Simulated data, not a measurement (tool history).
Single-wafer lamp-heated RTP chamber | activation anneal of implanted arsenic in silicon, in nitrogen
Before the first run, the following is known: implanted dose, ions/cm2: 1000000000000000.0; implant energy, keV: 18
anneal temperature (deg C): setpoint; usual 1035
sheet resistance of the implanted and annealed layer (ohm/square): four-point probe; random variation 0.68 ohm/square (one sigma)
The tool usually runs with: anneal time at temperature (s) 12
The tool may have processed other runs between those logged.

run	hour	anneal temperature (deg C)	anneal time at temperature (s)	read-back reference wafer on the same gauge, sheet resistance	sheet resistance of the implanted and annealed layer (ohm/square)
1	0	1035	12	108.92	127.05
2	14.9	1035	12	108.8	125.72
3	45.9	1035	12	108.93	124.89
4	64.2	1052	12	109.04	120.37
5	77	1035	12	108.97	124.8
6	110	1035	12	109	124.86
7	122.3	1035	12	108.9	123.73
# hour 131.6: reflector plate cleaned
# hour 143: pyrometer window cleaned and pyrometer calibrated
8	143.5	1035	12	109.11	126.92
9	168.8	1035	12	109.03	128.64
10	194	1035	12	108.92	127.29
11	227.5	1047	16	109.18	121.52
# hour 245.2: gauge calibrated
12	254.8	1047	16	108.99	121.57
13	280.9	1035	12	108.91	127.33
14	299.9	1035	12	108.89	125.57
15	320.1	1045	16	108.93	119.68
16	355.5	1013	18	108.99	125.64
17	370.1	1019	5	108.75	141.53
# hour 384.1: pyrometer window cleaned and pyrometer calibrated
18	384.6	1018	8	108.95	137.75
19	403.9	1051	12	108.98	121.9

Run 20 has not been measured yet. What should we expect?
# hour 436.5: reflector plate cleaned
20	437	1035	12	?	?

Run 20 yielded read-back reference wafer on the same gauge, sheet resistance 108.86, sheet resistance of the implanted and annealed layer (ohm/square) 126.96.
With the hidden condition absent and the run-to-run variation left alone, this run would have shown sheet resistance of the implanted and annealed layer (ohm/square) 127.67.
